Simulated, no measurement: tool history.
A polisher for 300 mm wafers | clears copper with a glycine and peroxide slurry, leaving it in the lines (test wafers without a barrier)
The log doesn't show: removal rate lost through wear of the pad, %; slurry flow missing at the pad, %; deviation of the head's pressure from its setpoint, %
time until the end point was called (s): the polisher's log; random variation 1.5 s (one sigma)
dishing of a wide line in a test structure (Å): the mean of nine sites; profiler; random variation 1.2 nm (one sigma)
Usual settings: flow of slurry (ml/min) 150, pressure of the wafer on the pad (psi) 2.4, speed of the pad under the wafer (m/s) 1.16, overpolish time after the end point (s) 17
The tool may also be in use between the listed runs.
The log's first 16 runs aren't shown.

run	hour	flow of slurry (ml/min)	pressure of the wafer on the pad (psi)	speed of the pad under the wafer (m/s)	overpolish time after the end point (s)	wafers since the last listed run	wafers polished on this pad	hours since the slurry nozzle was cleaned	hours since the head pressure was calibrated	incoming thickness of the incoming film, nm	time until the end point was called (s)	dishing of a wide line in a test structure (Å)
17	349.8	135	2.4	0.98	17	84	1169	672.0	473.5	575.2	125.0	445
18	370.3	150	3.2	1.16	17	110	1279	692.5	494.0	573.4	86.9	575
# hour 378.5: worn pad replaced by a new one
# hour 379.3: head pressure recalibrated
19	389.0	150	2.4	1.16	9	74	51	711.2	9.7	562.8	90.8	364
# hour 412.2: slurry nozzle cleaned
20	413.2	180	2.4	1.16	17	124	176	1.0	33.9	571.0	91.8	554
21	429.6	135	2.7	0.96	21	88	264	17.4	50.3	567.7	104.1	584
22	459.2	135	2.7	0.96	21	158	423	47.0	79.9	568.0	111.8	604
23	489.4	180	2.4	1.16	11	162	585	77.2	110.1	560.6	94.6	406
24	513.5	150	2.4	0.84	26	129	714	101.3	134.2	563.6	127.0	613
25	540.5	150	2.4	1.16	17	144	859	128.3	161.2	565.9	102.9	500
26	562.6	150	2.4	1.16	17	118	978	150.4	183.3	558.0	99.1	510
27	586.3	125	2.7	0.96	8	127	1105	174.1	207.0	578.0	116.7	275
# hour 608.5: worn pad replaced by a new one
28	609.0	150	2.8	1.16	17	100	2	196.8	229.7	561.4	83.2	565
29	634.0	130	2.4	0.94	22	134	136	221.8	254.7	567.9	114.4	574
30	651.5	150	2.4	1.16	17	93	230	239.3	272.2	569.0	95.0	548
31	667.2	150	2.4	1.16	17	84	314	255.0	287.9	559.5	96.4	542

Forecast each of these 4 alternatives for the next run:
A	667.7	150	2.4	1.16	17	2	317	255.5	288.4	568.8	?	?
B	667.7	150	2.4	1.54	17	2	317	255.5	288.4	568.8	?	?
C	667.7	165	2.7	1.16	17	2	317	255.5	288.4	568.8	?	?
D	667.7	185	1.9	1.16	10	2	317	255.5	288.4	568.8	?	?

run	time until the end point was called (s)	dishing of a wide line in a test structure (Å)
A	94.9	527
B	74.7	593
C	86.9	558
D	104.2	339
Without the tool's hidden state the same runs would have given:
run	time until the end point was called (s)	dishing of a wide line in a test structure (Å)
A	90.1	543
B	70.9	608
C	82.5	575
D	99.0	353
